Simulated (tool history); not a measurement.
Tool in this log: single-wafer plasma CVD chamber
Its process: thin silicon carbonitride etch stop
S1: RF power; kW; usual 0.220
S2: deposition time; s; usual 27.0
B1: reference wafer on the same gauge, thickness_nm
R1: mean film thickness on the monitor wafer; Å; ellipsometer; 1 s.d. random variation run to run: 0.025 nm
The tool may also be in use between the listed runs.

run	hour	S1	S2	B1	R1
1	0.0	0.220	27.0	15.005	164.11
2	47.4	0.220	27.0	15.004	163.48
3	93.8	0.220	27.0	15.002	163.63
4	155.4	0.220	27.0	14.998	162.84
5	222.8	0.220	27.0	15.003	162.95
6	271.0	0.220	27.0	14.995	162.45
# hour 283.8: gauge calibrated
# hour 319.9: RF generator calibrated
7	324.3	0.220	27.0	15.009	169.83
8	350.4	0.235	28.4	14.999	182.91
9	375.5	0.205	27.0	14.994	164.47
# hour 385.1: thermocouple changed; heater temperature recalibrated
10	438.3	0.220	29.7	14.990	185.73
11	472.9	0.200	31.2	15.001	188.26
# hour 500.9: showerhead replaced
12	503.6	0.220	27.0	15.007	169.27
13	550.8	0.235	29.1	15.013	187.01
14	612.1	0.265	24.3	15.003	163.75
15	655.5	0.220	32.3	14.999	201.97

4 ways to go on from here, each from the tool as it stands after run 15. What would each give?
A	655.9	0.190	27.0	?	?
B	655.9	0.220	31.1	?	?
C	655.9	0.250	27.0	?	?
D	655.9	0.205	25.0	?	?

run	B1	R1
A	14.999	159.85
B	14.999	195.33
C	14.999	178.15
D	14.999	152.66
Take away the tool's hidden state, keep each run's random variation, and the runs would have read:
run	R1
A	160.20
B	195.76
C	178.54
D	153.00
